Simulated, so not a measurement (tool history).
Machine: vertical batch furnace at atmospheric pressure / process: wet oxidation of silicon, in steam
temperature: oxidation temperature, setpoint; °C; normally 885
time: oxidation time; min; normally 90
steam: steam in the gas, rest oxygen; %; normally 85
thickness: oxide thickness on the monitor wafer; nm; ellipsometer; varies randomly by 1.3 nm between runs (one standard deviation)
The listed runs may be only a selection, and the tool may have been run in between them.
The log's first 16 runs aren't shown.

run   hour  temperature   time  steam  read-back reference wafer on the same gauge, thickness  thickness
 17    389          885     90     85                                                  284.78      260.7
 18  400.5          885     90     85                                                  284.84     263.93
 19  447.3          893    120     88                                                  284.51     354.98
 20  480.6          885     90     89                                                  284.88     270.06
 21  500.5          909  127.5     81                                                  285.01     401.89
 22  508.2          869     90     95                                                  285.47     239.06
     540.7  -- thermocouples replaced and temperature profile calibrated
       562  -- steam generator serviced
 23  562.5          865     52     85                                                  284.95      144.6
 24  567.5          863    115     91                                                  284.92     256.04
 25  572.4          885    122     85                                                  284.51     324.31
 26  577.4          867     66     94                                                  285.17     185.86
 27  582.4          885     90     85                                                  284.67     260.97
 28  587.3          885     90     85                                                  284.65     261.71
 29  592.3          885     90     78                                                  284.77     245.15
 30  598.3          885    119     85                                                  284.68     320.21
 31  613.2          885     90     85                                                  284.87     261.99
 32  621.3          874     90     85                                                  284.89     232.01
 33    676          885     90     85                                                   284.9     261.41
 34  694.4          867   74.5     79                                                  284.86     178.42
 35  711.8          885     90     77                                                  284.83     244.59
 36  723.7          885   76.5     85                                                  284.92     233.57

Predict each of these 4 candidate next runs independently; none follows another, all start after run 36:
  A  728.8          896    90     85                                                       ?          ?
  B  728.8          895  77.5     85                                                       ?          ?
  C  728.8          874    90     91                                                       ?          ?
  D  728.8          896    74     93                                                       ?          ?

run  read-back reference wafer on the same gauge, thickness  thickness
  A                                                  284.83     291.61
  B                                                  284.83     260.25
  C                                                  284.83     243.57
  D                                                  284.83     270.94
Without the tool's hidden state the same runs would have given:
run  thickness
  A     291.61
  B     260.25
  C     243.57
  D     270.94
